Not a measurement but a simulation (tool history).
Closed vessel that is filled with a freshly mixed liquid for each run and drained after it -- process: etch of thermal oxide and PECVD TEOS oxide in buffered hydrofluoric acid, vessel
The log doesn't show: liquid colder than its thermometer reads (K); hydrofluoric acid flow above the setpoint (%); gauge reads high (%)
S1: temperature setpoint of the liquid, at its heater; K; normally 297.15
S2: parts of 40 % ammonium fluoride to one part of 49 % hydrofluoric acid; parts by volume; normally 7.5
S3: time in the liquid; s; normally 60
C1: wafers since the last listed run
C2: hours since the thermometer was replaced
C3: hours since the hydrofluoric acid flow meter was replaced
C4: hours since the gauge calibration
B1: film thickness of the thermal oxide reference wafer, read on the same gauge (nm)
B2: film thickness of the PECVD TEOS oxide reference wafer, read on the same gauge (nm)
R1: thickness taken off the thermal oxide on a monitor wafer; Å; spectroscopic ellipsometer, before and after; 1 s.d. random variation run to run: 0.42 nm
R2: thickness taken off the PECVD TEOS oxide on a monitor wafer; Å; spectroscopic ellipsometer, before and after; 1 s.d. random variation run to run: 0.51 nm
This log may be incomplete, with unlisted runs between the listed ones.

{"run": 1, "hour": 0.0, "S1": 297.15, "S2": 7.5, "S3": 60, "C1": 0, "C2": 2331.6, "C3": 1680.4, "C4": 1523.6, "B1": 30, "B2": 110, "R1": 819.8, "R2": 1668.9}
{"run": 2, "hour": 47.9, "S1": 297.15, "S2": 7.5, "S3": 60, "C1": 6245, "C2": 2379.5, "C3": 1728.3, "C4": 1571.5, "B1": 30.01, "B2": 109.97, "R1": 818.2, "R2": 1679.8}
{"run": 3, "hour": 103.7, "S1": 297.15, "S2": 8.5, "S3": 60, "C1": 7276, "C2": 2435.3, "C3": 1784.1, "C4": 1627.3, "B1": 30.01, "B2": 110.01, "R1": 717, "R2": 1464.6}
{"run": 4, "hour": 189.5, "S1": 297.15, "S2": 8.5, "S3": 60, "C1": 11187, "C2": 2521.1, "C3": 1869.9, "C4": 1713.1, "B1": 29.98, "B2": 110, "R1": 708, "R2": 1463.7}
{"hour": 267.7, "done": "hydrofluoric acid flow meter replaced"}
{"run": 5, "hour": 295.6, "S1": 297.15, "S2": 7.5, "S3": 75, "C1": 13704, "C2": 2627.2, "C3": 27.9, "C4": 1819.2, "B1": 30, "B2": 110, "R1": 972.3, "R2": 2000.4}
{"run": 6, "hour": 376.2, "S1": 297.15, "S2": 7.5, "S3": 80, "C1": 10509, "C2": 2707.8, "C3": 108.5, "C4": 1899.8, "B1": 30.01, "B2": 110.03, "R1": 1040.4, "R2": 2148.9}
{"hour": 384.4, "done": "thermometer replaced"}
{"run": 7, "hour": 424.4, "S1": 297.15, "S2": 7.5, "S3": 60, "C1": 6154, "C2": 40, "C3": 156.7, "C4": 1948, "B1": 29.98, "B2": 110.03, "R1": 822, "R2": 1683.9}
{"run": 8, "hour": 637.0, "S1": 297.15, "S2": 7.5, "S3": 60, "C1": 27722, "C2": 252.6, "C3": 369.3, "C4": 2160.6, "B1": 30.01, "B2": 109.97, "R1": 820, "R2": 1688.3}
{"run": 9, "hour": 696.6, "S1": 297.15, "S2": 7.5, "S3": 60, "C1": 7771, "C2": 312.2, "C3": 428.9, "C4": 2220.2, "B1": 30, "B2": 109.95, "R1": 822.7, "R2": 1684.1}
{"run": 10, "hour": 768.2, "S1": 301.15, "S2": 7, "S3": 60, "C1": 9336, "C2": 383.8, "C3": 500.5, "C4": 2291.8, "B1": 29.99, "B2": 110.06, "R1": 1096.6, "R2": 2241}
{"run": 11, "hour": 823.1, "S1": 301.15, "S2": 7, "S3": 60, "C1": 7158, "C2": 438.7, "C3": 555.4, "C4": 2346.7, "B1": 29.98, "B2": 109.99, "R1": 1098.7, "R2": 2243.6}
{"run": 12, "hour": 941.4, "S1": 297.15, "S2": 7.5, "S3": 60, "C1": 15425, "C2": 557, "C3": 673.7, "C4": 2465, "B1": 29.99, "B2": 110.01, "R1": 827.6, "R2": 1682.8}
{"run": 13, "hour": 1022.8, "S1": 299.65, "S2": 5.5, "S3": 50, "C1": 10614, "C2": 638.4, "C3": 755.1, "C4": 2546.4, "B1": 29.98, "B2": 109.96, "R1": 1035, "R2": 2136.5}
{"run": 14, "hour": 1060.7, "S1": 295.15, "S2": 5, "S3": 45, "C1": 4942, "C2": 676.3, "C3": 793, "C4": 2584.3, "B1": 30, "B2": 109.99, "R1": 794.6, "R2": 1627.7}
{"run": 15, "hour": 1160.2, "S1": 297.15, "S2": 10, "S3": 60, "C1": 12974, "C2": 775.8, "C3": 892.5, "C4": 2683.8, "B1": 30.01, "B2": 110.02, "R1": 632.7, "R2": 1287.6}
{"run": 16, "hour": 1196.3, "S1": 299.15, "S2": 10, "S3": 35, "C1": 4707, "C2": 811.9, "C3": 928.6, "C4": 2719.9, "B1": 30, "B2": 110.01, "R1": 409.1, "R2": 834.9}
{"run": 17, "hour": 1293.1, "S1": 297.15, "S2": 9, "S3": 60, "C1": 12622, "C2": 908.7, "C3": 1025.4, "C4": 2816.7, "B1": 30.01, "B2": 110.01, "R1": 682.9, "R2": 1380.6}
{"hour": 1333.6, "done": "gauge calibrated"}
{"run": 18, "hour": 1356.7, "S1": 297.15, "S2": 7.5, "S3": 60, "C1": 8293, "C2": 972.3, "C3": 1089, "C4": 23.1, "B1": 30.02, "B2": 110, "R1": 823.6, "R2": 1681.2}
{"run": 19, "hour": 1399.8, "S1": 297.15, "S2": 7.5, "S3": 60, "C1": 5620, "C2": 1015.4, "C3": 1132.1, "C4": 66.2, "B1": 29.99, "B2": 110, "R1": 824.5, "R2": 1682.7}
{"run": 20, "hour": 1435.8, "S1": 297.15, "S2": 7.5, "S3": 60, "C1": 4694, "C2": 1051.4, "C3": 1168.1, "C4": 102.2, "B1": 29.99, "B2": 109.99, "R1": 820.3, "R2": 1688.4}
{"run": 21, "hour": 1514.8, "S1": 300.65, "S2": 5, "S3": 80, "C1": 10301, "C2": 1130.4, "C3": 1247.1, "C4": 181.2, "B1": 30.01, "B2": 109.97, "R1": 1910.6, "R2": 3894.7}
{"run": 22, "hour": 1576.2, "S1": 297.15, "S2": 7.5, "S3": 30, "C1": 8006, "C2": 1191.8, "C3": 1308.5, "C4": 242.6, "B1": 29.98, "B2": 109.98, "R1": 408.9, "R2": 840.8}
{"run": 23, "hour": 1620.4, "S1": 297.15, "S2": 7.5, "S3": 60, "C1": 5763, "C2": 1236, "C3": 1352.7, "C4": 286.8, "B1": 29.99, "B2": 110.05, "R1": 825.3, "R2": 1683.4}
{"run": 24, "hour": 1675.8, "S1": 297.15, "S2": 6, "S3": 35, "C1": 7223, "C2": 1291.4, "C3": 1408.1, "C4": 342.2, "B1": 30.01, "B2": 110, "R1": 588.7, "R2": 1198.3}
{"run": 25, "hour": 1714.1, "S1": 295.15, "S2": 7.5, "S3": 70, "C1": 4994, "C2": 1329.7, "C3": 1446.4, "C4": 380.5, "B1": 29.98, "B2": 110, "R1": 856.8, "R2": 1765.9}
{"run": 26, "hour": 1870.2, "S1": 297.15, "S2": 5, "S3": 60, "C1": 20354, "C2": 1485.8, "C3": 1602.5, "C4": 536.6, "B1": 29.98, "B2": 110.01, "R1": 1175.9, "R2": 2394}
{"run": 27, "hour": 1920.1, "S1": 301.15, "S2": 9.5, "S3": 70, "C1": 6506, "C2": 1535.7, "C3": 1652.4, "C4": 586.5, "B1": 29.98, "B2": 109.99, "R1": 932.7, "R2": 1903.5}

Each row is a separate what-if for the run after 27, all from the same tool condition, not one after another. Results?
{"run": "A", "hour": 1920.8, "S1": 297.15, "S2": 7.5, "S3": 60, "C1": 91, "C2": 1536.4, "C3": 1653.1, "C4": 587.2, "B1": "?", "B2": "?", "R1": "?", "R2": "?"}
{"run": "B", "hour": 1920.8, "S1": 300.65, "S2": 7.5, "S3": 60, "C1": 91, "C2": 1536.4, "C3": 1653.1, "C4": 587.2, "B1": "?", "B2": "?", "R1": "?", "R2": "?"}
{"run": "C", "hour": 1920.8, "S1": 297.15, "S2": 6.5, "S3": 90, "C1": 91, "C2": 1536.4, "C3": 1653.1, "C4": 587.2, "B1": "?", "B2": "?", "R1": "?", "R2": "?"}

run=A B1=30.02 B2=110.03 R1=831.4 R2=1680.9
run=B B1=30.02 B2=110.03 R1=1004.6 R2=2030.9
run=C B1=30.02 B2=110.03 R1=1424.1 R2=2879.2
Without the tool's hidden state the same runs would have given:
run=A R1=833 R2=1684.2
run=B R1=1005.8 R2=2033.4
run=C R1=1435.5 R2=2902.3

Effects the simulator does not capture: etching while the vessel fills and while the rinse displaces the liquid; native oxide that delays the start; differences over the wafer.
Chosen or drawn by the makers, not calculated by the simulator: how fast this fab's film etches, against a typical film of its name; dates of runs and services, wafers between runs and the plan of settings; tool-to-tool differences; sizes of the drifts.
